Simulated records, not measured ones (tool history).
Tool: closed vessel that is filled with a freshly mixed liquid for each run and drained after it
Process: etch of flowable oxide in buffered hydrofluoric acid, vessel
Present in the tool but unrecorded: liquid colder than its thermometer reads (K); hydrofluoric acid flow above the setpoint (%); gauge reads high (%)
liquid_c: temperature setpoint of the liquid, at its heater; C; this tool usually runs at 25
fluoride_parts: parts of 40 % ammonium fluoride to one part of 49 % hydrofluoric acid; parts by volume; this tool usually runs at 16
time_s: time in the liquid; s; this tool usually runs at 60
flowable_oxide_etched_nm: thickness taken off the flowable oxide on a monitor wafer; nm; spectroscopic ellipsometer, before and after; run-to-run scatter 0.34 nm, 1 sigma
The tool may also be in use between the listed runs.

| run | hour | liquid_c | fluoride_parts | time_s | wafers since the last listed run | hours since the thermometer was replaced | hours since the hydrofluoric acid flow meter was replaced | hours since the gauge calibration | read-back film thickness of the flowable oxide reference wafer, read on the same gauge (nm) | flowable_oxide_etched_nm |
|---|---|---|---|---|---|---|---|---|---|---|
| 1 | 0 | 25 | 11 | 60 | 0 | 480.9 | 1043.4 | 544 | 40.06 | 153.7 |
| 2 | 15.2 | 25 | 11 | 60 | 2252 | 496.1 | 1058.6 | 559.2 | 39.99 | 154.64 |
| 3 | 28.5 | 25 | 16 | 60 | 1970 | 509.4 | 1071.9 | 572.5 | 39.98 | 106.9 |
| 4 | 43.7 | 25 | 16 | 60 | 2252 | 524.6 | 1087.1 | 587.7 | 39.95 | 107.63 |
| 5 | 52.1 | 25 | 16 | 60 | 1244 | 533 | 1095.5 | 596.1 | 40.06 | 107.4 |
| 6 | 67.2 | 25 | 16 | 60 | 2237 | 548.1 | 1110.6 | 611.2 | 39.95 | 107.48 |
| 7 | 79.3 | 25 | 16 | 35 | 1793 | 560.2 | 1122.7 | 623.3 | 39.96 | 62.56 |
| 8 | 90.3 | 25 | 16 | 60 | 1630 | 571.2 | 1133.7 | 634.3 | 39.98 | 107.93 |
| 9 | 101.5 | 28.5 | 20.5 | 95 | 1659 | 582.4 | 1144.9 | 645.5 | 40.01 | 160.57 |
| 10 | 118.9 | 25 | 16 | 60 | 2578 | 599.8 | 1162.3 | 662.9 | 40 | 108.45 |
| 11 | 129.4 | 20 | 11 | 60 | 1555 | 610.3 | 1172.8 | 673.4 | 39.98 | 117.36 |
| 12 | 135.7 | 25 | 16 | 60 | 933 | 616.6 | 1179.1 | 679.7 | 39.97 | 108.19 |
|  | 142.7 | gauge calibrated |
|  | 146.2 | thermometer replaced |
| 13 | 152.1 | 25 | 16 | 60 | 2282 | 5.9 | 1195.5 | 9.4 | 40.02 | 107.8 |
| 14 | 158.9 | 25 | 16 | 30 | 1007 | 12.7 | 1202.3 | 16.2 | 39.97 | 53.88 |
| 15 | 171.3 | 25 | 14 | 60 | 1837 | 25.1 | 1214.7 | 28.6 | 40.01 | 123.44 |
| 16 | 186.1 | 20 | 11.5 | 45 | 2193 | 39.9 | 1229.5 | 43.4 | 39.95 | 85.88 |
| 17 | 199.3 | 25 | 21 | 80 | 1956 | 53.1 | 1242.7 | 56.6 | 39.99 | 110.42 |
| 18 | 213.7 | 27 | 16 | 60 | 2133 | 67.5 | 1257.1 | 71 | 40.01 | 120.86 |
| 19 | 236.3 | 20.5 | 16 | 60 | 3348 | 90.1 | 1279.7 | 93.6 | 39.98 | 84.24 |
| 20 | 246.2 | 25 | 19.5 | 60 | 1467 | 100 | 1289.6 | 103.5 | 40.01 | 90.12 |
| 21 | 255.1 | 25 | 13.5 | 60 | 1318 | 108.9 | 1298.5 | 112.4 | 40.02 | 128.51 |
|  | 263.1 | hydrofluoric acid flow meter replaced |
| 22 | 296.3 | 29.5 | 16 | 60 | 5956 | 150.1 | 33.2 | 153.6 | 39.99 | 127.13 |
| 23 | 303.9 | 25 | 12.5 | 40 | 1126 | 157.7 | 40.8 | 161.2 | 40.01 | 84.3 |
| 24 | 312.9 | 25 | 16 | 90 | 1333 | 166.7 | 49.8 | 170.2 | 39.99 | 149.48 |
| 25 | 321.2 | 25 | 16 | 60 | 1229 | 175 | 58.1 | 178.5 | 40 | 99.94 |
| 26 | 369.1 | 29.5 | 13.5 | 95 | 7098 | 222.9 | 106 | 226.4 | 39.98 | 239.15 |
| 27 | 386.3 | 22 | 16 | 75 | 2548 | 240.1 | 123.2 | 243.6 | 39.95 | 106.36 |
| 28 | 403.2 | 21 | 16 | 70 | 2504 | 257 | 140.1 | 260.5 | 40.02 | 93.51 |
| 29 | 409.7 | 25 | 16 | 85 | 963 | 263.5 | 146.6 | 267 | 40.02 | 142.98 |
| 30 | 424.5 | 29.5 | 22 | 50 | 2193 | 278.3 | 161.4 | 281.8 | 39.97 | 80.37 |
| 31 | 434.3 | 21 | 16 | 60 | 1452 | 288.1 | 171.2 | 291.6 | 40.02 | 80.86 |
| 32 | 442.3 | 25 | 16 | 60 | 1185 | 296.1 | 179.2 | 299.6 | 40.01 | 100.34 |

Alternative continuations, all from the tool just after run 32; predict every row:
| A | 443 | 25 | 16 | 60 | 103 | 296.8 | 179.9 | 300.3 | ? | ? |
| B | 443 | 25 | 9.5 | 85 | 103 | 296.8 | 179.9 | 300.3 | ? | ? |
| C | 443 | 29 | 13.5 | 60 | 103 | 296.8 | 179.9 | 300.3 | ? | ? |
| D | 443 | 25 | 21.5 | 40 | 103 | 296.8 | 179.9 | 300.3 | ? | ? |
| E | 443 | 22 | 18.5 | 30 | 103 | 296.8 | 179.9 | 300.3 | ? | ? |

| run | read-back film thickness of the flowable oxide reference wafer, read on the same gauge (nm) | flowable_oxide_etched_nm |
|---|---|---|
| A | 39.99 | 100.27 |
| B | 39.99 | 230.5 |
| C | 39.99 | 146.75 |
| D | 39.99 | 50.72 |
| E | 39.99 | 36.86 |
With the hidden condition removed and each run's random variation left untouched, the same runs would have given:
| run | flowable_oxide_etched_nm |
|---|---|
| A | 98.07 |
| B | 227.25 |
| C | 143.55 |
| D | 49.94 |
| E | 36.05 |
